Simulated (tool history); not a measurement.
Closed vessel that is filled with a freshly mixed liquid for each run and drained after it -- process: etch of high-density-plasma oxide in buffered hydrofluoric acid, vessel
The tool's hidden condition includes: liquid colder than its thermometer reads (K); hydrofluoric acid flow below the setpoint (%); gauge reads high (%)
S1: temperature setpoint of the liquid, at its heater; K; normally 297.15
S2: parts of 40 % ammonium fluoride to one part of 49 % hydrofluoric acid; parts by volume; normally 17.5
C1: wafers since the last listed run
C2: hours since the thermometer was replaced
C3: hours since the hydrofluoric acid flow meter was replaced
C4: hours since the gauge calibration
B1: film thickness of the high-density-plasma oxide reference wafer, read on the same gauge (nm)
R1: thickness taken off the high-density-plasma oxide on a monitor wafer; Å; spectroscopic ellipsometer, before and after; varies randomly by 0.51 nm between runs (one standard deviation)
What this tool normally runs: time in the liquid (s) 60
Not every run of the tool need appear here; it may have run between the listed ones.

{"run": 1, "hour": 0.0, "S1": 299.15, "S2": 12.5, "time in the liquid (s)": 60, "C1": 0, "C2": 641.1, "C3": 559.0, "C4": 1889.0, "B1": 66.64, "R1": 800.1}
{"run": 2, "hour": 82.5, "S1": 299.15, "S2": 12.5, "time in the liquid (s)": 60, "C1": 7330, "C2": 723.6, "C3": 641.5, "C4": 1971.5, "B1": 66.38, "R1": 785.1}
{"run": 3, "hour": 155.7, "S1": 299.15, "S2": 12.5, "time in the liquid (s)": 60, "C1": 6504, "C2": 796.8, "C3": 714.7, "C4": 2044.7, "B1": 66.14, "R1": 796.3}
{"hour": 193.3, "done": "thermometer replaced"}
{"hour": 214.4, "done": "hydrofluoric acid flow meter replaced"}
{"run": 4, "hour": 227.2, "S1": 297.15, "S2": 17.5, "time in the liquid (s)": 60, "C1": 6175, "C2": 33.9, "C3": 12.8, "C4": 2116.2, "B1": 65.93, "R1": 509.6}
{"run": 5, "hour": 303.0, "S1": 297.15, "S2": 17.5, "time in the liquid (s)": 60, "C1": 6735, "C2": 109.7, "C3": 88.6, "C4": 2192.0, "B1": 65.63, "R1": 499.8}
{"run": 6, "hour": 409.4, "S1": 297.15, "S2": 17.5, "time in the liquid (s)": 60, "C1": 9454, "C2": 216.1, "C3": 195.0, "C4": 2298.4, "B1": 65.27, "R1": 504.3}
{"run": 7, "hour": 488.4, "S1": 297.15, "S2": 17.5, "time in the liquid (s)": 60, "C1": 7019, "C2": 295.1, "C3": 274.0, "C4": 2377.4, "B1": 64.96, "R1": 495.4}
{"run": 8, "hour": 577.3, "S1": 297.15, "S2": 17.5, "time in the liquid (s)": 60, "C1": 7899, "C2": 384.0, "C3": 362.9, "C4": 2466.3, "B1": 64.61, "R1": 493.9}
{"run": 9, "hour": 685.1, "S1": 297.15, "S2": 17.5, "time in the liquid (s)": 60, "C1": 9578, "C2": 491.8, "C3": 470.7, "C4": 2574.1, "B1": 64.15, "R1": 494.3}
{"run": 10, "hour": 767.8, "S1": 297.15, "S2": 17.5, "time in the liquid (s)": 35, "C1": 7348, "C2": 574.5, "C3": 553.4, "C4": 2656.8, "B1": 63.83, "R1": 286.7}
{"run": 11, "hour": 872.7, "S1": 297.15, "S2": 17.5, "time in the liquid (s)": 35, "C1": 9321, "C2": 679.4, "C3": 658.3, "C4": 2761.7, "B1": 63.35, "R1": 289.0}
{"run": 12, "hour": 972.6, "S1": 297.15, "S2": 17.5, "time in the liquid (s)": 60, "C1": 8876, "C2": 779.3, "C3": 758.2, "C4": 2861.6, "B1": 62.91, "R1": 486.2}
{"run": 13, "hour": 1067.9, "S1": 297.15, "S2": 15.5, "time in the liquid (s)": 35, "C1": 8468, "C2": 874.6, "C3": 853.5, "C4": 2956.9, "B1": 62.46, "R1": 316.4}
{"hour": 1075.5, "done": "hydrofluoric acid flow meter replaced"}
{"run": 14, "hour": 1131.3, "S1": 297.15, "S2": 17.5, "time in the liquid (s)": 60, "C1": 5544, "C2": 938.0, "C3": 55.8, "C4": 3020.3, "B1": 62.14, "R1": 480.4}
{"hour": 1178.2, "done": "gauge calibrated"}
{"run": 15, "hour": 1236.9, "S1": 297.15, "S2": 17.5, "time in the liquid (s)": 60, "C1": 9383, "C2": 1043.6, "C3": 161.4, "C4": 58.7, "B1": 69.18, "R1": 529.6}
{"hour": 1260.4, "done": "thermometer replaced"}
{"run": 16, "hour": 1276.1, "S1": 298.65, "S2": 17.5, "time in the liquid (s)": 60, "C1": 3394, "C2": 15.7, "C3": 200.6, "C4": 97.9, "B1": 69.13, "R1": 567.8}
{"run": 17, "hour": 1367.7, "S1": 297.15, "S2": 13.5, "time in the liquid (s)": 40, "C1": 8139, "C2": 107.3, "C3": 292.2, "C4": 189.5, "B1": 69.14, "R1": 448.9}
{"run": 18, "hour": 1448.0, "S1": 293.65, "S2": 23.5, "time in the liquid (s)": 50, "C1": 7135, "C2": 187.6, "C3": 372.5, "C4": 269.8, "B1": 69.12, "R1": 280.6}
{"run": 19, "hour": 1486.2, "S1": 297.15, "S2": 23.5, "time in the liquid (s)": 60, "C1": 3394, "C2": 225.8, "C3": 410.7, "C4": 308.0, "B1": 69.06, "R1": 414.7}
{"run": 20, "hour": 1586.0, "S1": 294.15, "S2": 14.5, "time in the liquid (s)": 60, "C1": 8867, "C2": 325.6, "C3": 510.5, "C4": 407.8, "B1": 69.03, "R1": 541.8}
{"run": 21, "hour": 1665.1, "S1": 297.15, "S2": 15.0, "time in the liquid (s)": 60, "C1": 7028, "C2": 404.7, "C3": 589.6, "C4": 486.9, "B1": 68.99, "R1": 615.2}
{"hour": 1767.0, "done": "hydrofluoric acid flow meter replaced"}
{"run": 22, "hour": 1907.2, "S1": 297.15, "S2": 17.5, "time in the liquid (s)": 60, "C1": 21423, "C2": 646.8, "C3": 140.2, "C4": 729.0, "B1": 68.74, "R1": 527.6}
{"run": 23, "hour": 1980.2, "S1": 297.15, "S2": 11.0, "time in the liquid (s)": 60, "C1": 6486, "C2": 719.8, "C3": 213.2, "C4": 802.0, "B1": 68.62, "R1": 829.4}
{"run": 24, "hour": 2067.7, "S1": 297.15, "S2": 17.5, "time in the liquid (s)": 60, "C1": 7774, "C2": 807.3, "C3": 300.7, "C4": 889.5, "B1": 68.52, "R1": 532.2}
{"run": 25, "hour": 2113.3, "S1": 295.65, "S2": 11.5, "time in the liquid (s)": 50, "C1": 4051, "C2": 852.9, "C3": 346.3, "C4": 935.1, "B1": 68.49, "R1": 609.3}
{"hour": 2144.2, "done": "thermometer replaced"}
{"run": 26, "hour": 2235.5, "S1": 299.65, "S2": 23.5, "time in the liquid (s)": 60, "C1": 10769, "C2": 91.3, "C3": 468.5, "C4": 1057.3, "B1": 68.25, "R1": 473.1}
{"run": 27, "hour": 2328.7, "S1": 301.65, "S2": 17.5, "time in the liquid (s)": 60, "C1": 8281, "C2": 184.5, "C3": 561.7, "C4": 1150.5, "B1": 68.06, "R1": 662.0}
{"run": 28, "hour": 2386.5, "S1": 295.65, "S2": 22.5, "time in the liquid (s)": 40, "C1": 5135, "C2": 242.3, "C3": 619.5, "C4": 1208.3, "B1": 67.99, "R1": 259.1}
{"hour": 2409.9, "done": "hydrofluoric acid flow meter replaced"}
{"run": 29, "hour": 2442.6, "S1": 297.15, "S2": 17.5, "time in the liquid (s)": 70, "C1": 4896, "C2": 298.4, "C3": 32.7, "C4": 1264.4, "B1": 67.82, "R1": 606.3}
{"run": 30, "hour": 2541.2, "S1": 297.15, "S2": 17.5, "time in the liquid (s)": 60, "C1": 8761, "C2": 397.0, "C3": 131.3, "C4": 1363.0, "B1": 67.66, "R1": 518.2}
{"run": 31, "hour": 2619.4, "S1": 297.15, "S2": 17.5, "time in the liquid (s)": 60, "C1": 6948, "C2": 475.2, "C3": 209.5, "C4": 1441.2, "B1": 67.49, "R1": 520.5}
{"run": 32, "hour": 2682.0, "S1": 295.65, "S2": 17.5, "time in the liquid (s)": 35, "C1": 5562, "C2": 537.8, "C3": 272.1, "C4": 1503.8, "B1": 67.32, "R1": 277.2}

Each row is a separate what-if for the run after 32, all from the same tool condition, not one after another. Results?
{"run": "A", "hour": 2682.7, "S1": 297.15, "S2": 17.5, "time in the liquid (s)": 60, "C1": 62, "C2": 538.5, "C3": 272.8, "C4": 1504.5, "B1": "?", "R1": "?"}
{"run": "B", "hour": 2682.7, "S1": 298.65, "S2": 11.5, "time in the liquid (s)": 70, "C1": 62, "C2": 538.5, "C3": 272.8, "C4": 1504.5, "B1": "?", "R1": "?"}
{"run": "C", "hour": 2682.7, "S1": 298.65, "S2": 20.5, "time in the liquid (s)": 45, "C1": 62, "C2": 538.5, "C3": 272.8, "C4": 1504.5, "B1": "?", "R1": "?"}

run=A B1=67.37 R1=511.1
run=B B1=67.37 R1=976.6
run=C B1=67.37 R1=358.5
The same runs, with their run-to-run variation unchanged, on a tool lacking any hidden condition would have given:
run=A R1=531.3
run=B R1=1015.2
run=C R1=372.7

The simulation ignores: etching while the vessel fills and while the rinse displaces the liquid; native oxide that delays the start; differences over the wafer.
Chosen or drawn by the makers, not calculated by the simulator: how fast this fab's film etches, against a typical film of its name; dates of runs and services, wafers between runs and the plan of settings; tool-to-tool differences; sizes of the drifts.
